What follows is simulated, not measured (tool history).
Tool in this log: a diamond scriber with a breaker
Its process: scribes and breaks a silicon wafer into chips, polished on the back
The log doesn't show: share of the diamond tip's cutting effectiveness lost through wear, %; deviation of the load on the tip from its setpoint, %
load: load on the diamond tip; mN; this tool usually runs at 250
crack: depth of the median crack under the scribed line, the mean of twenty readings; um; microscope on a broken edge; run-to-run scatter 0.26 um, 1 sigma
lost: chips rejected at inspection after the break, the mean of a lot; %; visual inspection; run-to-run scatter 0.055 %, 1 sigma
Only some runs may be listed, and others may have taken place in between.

run,day,load,wafers since the last listed run,hours since the diamond tip was replaced,hours since the load on the tip was calibrated,"incoming depth of the damage left on the back of the incoming wafer, um",crack,lost
1,0.000,250,0,310.4,1096.2,0.04,12.89,3.66
2,3.450,250,86,393.2,1179.0,0.03,12.47,4.01
# day 3.742: load on the tip recalibrated
3,5.729,250,55,447.9,47.7,0.02,12.23,4.28
4,9.071,273,84,528.1,127.9,0.04,12.52,3.05
5,10.658,273,39,566.2,166.0,0.03,12.93,3.40
6,13.388,250,68,631.7,231.5,0.02,12.45,5.21
7,17.179,250,95,722.7,322.5,0.05,12.03,5.80
# day 18.958: diamond tip replaced by a new one
8,21.054,250,95,50.3,415.5,0.03,13.59,1.69
9,24.283,250,81,127.8,493.0,0.02,13.08,2.38
10,33.438,250,230,347.5,712.7,0.02,12.46,4.19
11,35.575,250,53,398.8,764.0,0.04,12.26,4.96
12,44.688,277,229,617.5,982.7,0.03,12.72,3.60
13,46.575,250,47,662.8,1028.0,0.05,11.95,6.57
14,48.208,196,41,702.0,1067.2,0.04,10.75,13.83
# day 52.829: diamond tip replaced by a new one
15,53.600,301,133,18.5,1196.6,0.05,15.13,2.47
16,55.988,186,60,75.8,1253.9,0.03,11.56,7.86
# day 57.775: load on the tip recalibrated
17,60.017,275,99,172.5,53.8,0.03,13.85,1.71
18,63.212,250,80,249.2,130.5,0.01,12.58,3.18
19,64.825,302,40,287.9,169.2,0.05,13.87,1.53
20,66.412,282,39,326.0,207.3,0.04,13.47,2.04
21,68.442,298,51,374.7,256.0,0.02,13.75,1.69
22,69.979,250,38,411.6,292.9,0.05,12.12,4.79
23,71.929,223,49,458.4,339.7,0.03,11.74,7.26
24,75.421,190,87,542.2,423.5,0.04,11.34,13.83
25,77.425,250,50,590.3,471.6,0.02,11.87,5.67
26,81.875,212,112,697.1,578.4,0.02,11.12,10.82
27,85.183,250,83,776.5,657.8,0.05,11.77,5.96
28,87.633,250,61,835.3,716.6,0.03,12.09,6.38

Branching from run 28: 4 alternative next runs. What would each branch give?
A,87.662,218,0,836.0,717.3,0.01,?,?
B,87.662,294,0,836.0,717.3,0.01,?,?
C,87.662,308,0,836.0,717.3,0.01,?,?
D,87.662,324,0,836.0,717.3,0.01,?,?

run,crack,lost
A,11.34,10.56
B,12.93,2.70
C,13.21,2.07
D,13.53,1.62
What these runs would have given with no unlogged condition in the tool:
run,crack,lost
A,13.16,2.18
B,15.00,2.59
C,15.33,3.39
D,15.70,4.50
